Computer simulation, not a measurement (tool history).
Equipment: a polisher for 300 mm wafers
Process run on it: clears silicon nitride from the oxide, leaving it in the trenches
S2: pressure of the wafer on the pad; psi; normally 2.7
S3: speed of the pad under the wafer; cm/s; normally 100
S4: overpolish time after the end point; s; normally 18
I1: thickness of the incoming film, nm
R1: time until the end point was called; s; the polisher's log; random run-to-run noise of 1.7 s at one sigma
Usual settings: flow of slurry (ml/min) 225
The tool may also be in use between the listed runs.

Run 1, hour 0: usual settings but S4 15 s; I1 129.5. Result: R1 146.2 s.
Run 2, hour 35.3: usual settings but S4 15 s; I1 131.9. Result: R1 148.8 s.
Run 3, hour 104.3: usual settings but flow of slurry (ml/min) 170; I1 128.8. Result: R1 152 s.
Run 4, hour 155.9: usual settings but flow of slurry (ml/min) 170; I1 129.3. Result: R1 150.7 s.
Run 5, hour 203.3: usual settings but flow of slurry (ml/min) 170; I1 132.6. Result: R1 155.9 s.
At hour 230: head pressure recalibrated.
At hour 232.3: slurry nozzle cleaned.
At hour 252.8: worn pad replaced by a new one.
Run 6, hour 262.6: usual settings; I1 130.5. Result: R1 150 s.
Run 7, hour 286.7: usual settings; I1 128.9. Result: R1 146.5 s.
Run 8, hour 316.6: usual settings but S2 2.2 psi; I1 132.4. Result: R1 180.3 s.
Run 9, hour 383: usual settings but S2 2.2 psi; I1 129.8. Result: R1 180.2 s.
Run 10, hour 432.5: usual settings but S2 2.2 psi; I1 130.6. Result: R1 179.6 s.
Run 11, hour 469.9: usual settings but S4 22 s; I1 132. Result: R1 149.9 s.
Run 12, hour 528.9: usual settings but S4 22 s; I1 130.3. Result: R1 148.2 s.
Run 13, hour 588.1: usual settings but flow of slurry (ml/min) 165; I1 129.8. Result: R1 152.4 s.
Run 14, hour 652.4: usual settings but flow of slurry (ml/min) 165; I1 131.9. Result: R1 154.3 s.
At hour 659.3: slurry nozzle cleaned.
Run 15, hour 701: usual settings; I1 132.5. Result: R1 151 s.
Run 16, hour 739.5: usual settings; I1 129.1. Result: R1 151 s.
At hour 759.7: worn pad replaced by a new one.
Run 17, hour 776.6: usual settings but S3 78 cm/s; I1 131.5. Result: R1 189.3 s.
At hour 798.5: head pressure recalibrated.
Run 18, hour 805.9: usual settings but flow of slurry (ml/min) 170, S4 29 s; I1 127.6. Result: R1 149.8 s.
Run 19, hour 870.1: usual settings but flow of slurry (ml/min) 160, S4 12 s; I1 130.2. Result: R1 150.4 s.
Run 20, hour 916.4: usual settings; I1 131. Result: R1 149.2 s.
Run 21, hour 977.2: usual settings but S2 3 psi, S3 130 cm/s; I1 130. Result: R1 101.3 s.
Run 22, hour 1027.4: usual settings but S2 2.3 psi, S4 28 s; I1 132. Result: R1 175.7 s.
Run 23, hour 1095.5: usual settings but S2 2.2 psi, S4 22 s; I1 131.9. Result: R1 183.6 s.
Run 24, hour 1127.6: usual settings but S2 3.2 psi, S4 24 s; I1 127.7. Result: R1 125.1 s.
At hour 1147.1: slurry nozzle cleaned.
Run 25, hour 1178.4: usual settings; I1 127.5. Result: R1 144.3 s.
At hour 1225: worn pad replaced by a new one.
Run 26, hour 1227.2: usual settings but S4 28 s; I1 128.6. Result: R1 146.7 s.
At hour 1272.4: head pressure recalibrated.
Run 27, hour 1294.2: usual settings; I1 127.8. Result: R1 147.9 s.
Run 28, hour 1345.6: usual settings but flow of slurry (ml/min) 295, S2 3 psi; I1 129.4. Result: R1 130.7 s.
Run 29, hour 1388.9: usual settings; I1 129.1. Result: R1 149.6 s.
Run 30, hour 1433: usual settings but flow of slurry (ml/min) 195, S3 74 cm/s, S4 8 s; I1 128.4. Result: R1 201.9 s.
Run 31, hour 1495.6: usual settings; I1 127.8. Result: R1 143.2 s.
Run 32, hour 1567.2: usual settings; I1 129.4. Result: R1 144.6 s.
At hour 1597.4: slurry nozzle cleaned.
Run 33, hour 1603.1: usual settings; I1 128.6. Result: R1 145 s.
At hour 1618: worn pad replaced by a new one.
Run 34, hour 1703.2: usual settings but flow of slurry (ml/min) 250, S2 3.4 psi, S3 68 cm/s, S4 8 s; I1 132. Result: R1 173.7 s.
Run 35, hour 1836.8: usual settings but flow of slurry (ml/min) 285, S4 22 s; I1 131.7. Result: R1 146.3 s.
At hour 1845.7: head pressure recalibrated.
Run 36, hour 1896: usual settings but flow of slurry (ml/min) 295, S3 74 cm/s, S4 25 s; I1 128.2. Result: R1 195.5 s.
Run 37, hour 1960.2: usual settings but flow of slurry (ml/min) 285, S2 2.2 psi, S3 90 cm/s, S4 29 s; I1 130.9. Result: R1 202.1 s.

Here are 3 independent what-if runs from the current tool condition. What would each one return?
Run A, hour 1960.7: usual settings; I1 130.2. Result: R1 ?.
Run B, hour 1960.7: usual settings but S3 82 cm/s, S4 26 s; I1 130.2. Result: R1 ?.
Run C, hour 1960.7: usual settings but S2 3.4 psi, S3 72 cm/s, S4 21 s; I1 130.2. Result: R1 ?.

run     R1
  A  149.2
  B    182
  C  164.6
What these runs would have given with no unlogged condition in the tool:
run     R1
  A  149.2
  B    182
  C  164.6
